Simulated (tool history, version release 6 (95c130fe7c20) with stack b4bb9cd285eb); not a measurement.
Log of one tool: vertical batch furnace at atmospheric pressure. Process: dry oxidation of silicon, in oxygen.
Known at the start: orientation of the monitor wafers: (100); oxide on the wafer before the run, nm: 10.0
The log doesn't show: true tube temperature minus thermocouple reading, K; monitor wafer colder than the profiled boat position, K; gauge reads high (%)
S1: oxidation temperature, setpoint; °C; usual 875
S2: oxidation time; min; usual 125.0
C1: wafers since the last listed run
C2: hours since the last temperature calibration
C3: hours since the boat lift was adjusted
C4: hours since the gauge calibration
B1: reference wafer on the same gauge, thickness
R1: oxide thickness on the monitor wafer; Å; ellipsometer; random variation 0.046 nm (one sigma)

run   hour   S1     S2   C1      C2      C3     C4     B1     R1
  1    0.0  884   80.0    0  4571.2  5573.1  211.3  31.59  260.7
  2   42.6  884   80.0  537  4613.8  5615.7  253.9  31.54  260.6
      83.8  -- thermocouples replaced and temperature profile calibrated
  3   84.3  884   80.0  223     0.5  5657.4  295.6  31.47  260.2
  4   89.6  861  125.0   66     5.8  5662.7  300.9  31.47  269.5
  5   95.2  861  125.0   70    11.4  5668.3  306.5  31.46  270.1
     104.6  -- gauge calibrated
  6  115.9  890  125.0  261    32.1  5689.0   11.3  31.69  346.5
     143.9  -- boat lift adjusted
  7  144.4  890  125.0   56    60.6     0.5   39.8  31.71  346.7
  8  149.6  861  181.0   65    65.8     5.7   45.0  31.69  328.2
  9  165.8  875  155.5  204    82.0    21.9   61.2  31.68  342.1
 10  181.7  893  157.0  200    97.9    37.8   77.1  31.69  404.6
 11  193.5  875  183.5  149   109.7    49.6   88.9  31.69  376.4
 12  203.9  875   69.5  131   120.1    60.0   99.3  31.67  229.8
 13  245.2  875  125.0  521   161.4   101.3  140.6  31.67  304.2
 14  267.3  875  183.5  279   183.5   123.4  162.7  31.63  374.5

4 ways to go on from here, each from the tool as it stands after run 14. What would each give?
  A  272.6  875  125.0  66  188.8  128.7  168.0   ?   ?
  B  272.6  894   74.5  66  188.8  128.7  168.0   ?   ?
  C  272.6  896   70.5  66  188.8  128.7  168.0   ?   ?
  D  272.6  850   94.5  66  188.8  128.7  168.0   ?   ?

run     B1     R1
  A  31.63  304.6
  B  31.63  272.9
  C  31.63  269.7
  D  31.63  220.1
Without the tool's hidden state the same runs would have given:
run     R1
  A  305.2
  B  273.5
  C  270.3
  D  220.6
